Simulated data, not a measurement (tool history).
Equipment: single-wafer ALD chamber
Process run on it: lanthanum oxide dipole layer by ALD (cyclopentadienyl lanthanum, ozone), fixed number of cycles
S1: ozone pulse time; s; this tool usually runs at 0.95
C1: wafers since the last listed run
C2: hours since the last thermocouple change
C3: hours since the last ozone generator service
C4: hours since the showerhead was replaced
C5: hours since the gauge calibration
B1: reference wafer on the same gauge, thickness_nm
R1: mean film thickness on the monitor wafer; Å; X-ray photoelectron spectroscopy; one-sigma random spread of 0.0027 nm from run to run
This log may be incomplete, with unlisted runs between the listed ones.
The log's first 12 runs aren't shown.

run,hour,S1,C1,C2,C3,C4,C5,B1,R1
13,275.3,1.24,521,1142.5,1610.5,7539,876.3,0.387,5.01
# hour 292: showerhead replaced
14,303,0.68,314,1170.2,1638.2,11,904,0.386,2.9
15,321.6,0.95,296,1188.8,1656.8,29.6,922.6,0.387,4.26
16,350.9,0.79,467,1218.1,1686.1,58.9,951.9,0.387,3.53
17,380.5,0.95,471,1247.7,1715.7,88.5,981.5,0.387,4.15
# hour 388.5: gauge calibrated
18,404.4,0.61,381,1271.6,1739.6,112.4,15.9,0.387,2.3
19,438.3,1.25,540,1305.5,1773.5,146.3,49.8,0.387,4.87
20,468.7,1.31,484,1335.9,1803.9,176.7,80.2,0.388,4.97
# hour 481: thermocouple changed; heater temperature recalibrated
21,485.4,1.07,138,4.4,1820.6,193.4,96.9,0.387,4.45

Run 22 comes next. What will it give?
# hour 495.6: ozone generator serviced
22,515.7,0.95,355,34.7,20.1,223.7,127.2,?,?

B1: 0.387
R1: 4.78 Å
Minus the tool's unlogged condition, the same run would have read R1 4.79 Å.

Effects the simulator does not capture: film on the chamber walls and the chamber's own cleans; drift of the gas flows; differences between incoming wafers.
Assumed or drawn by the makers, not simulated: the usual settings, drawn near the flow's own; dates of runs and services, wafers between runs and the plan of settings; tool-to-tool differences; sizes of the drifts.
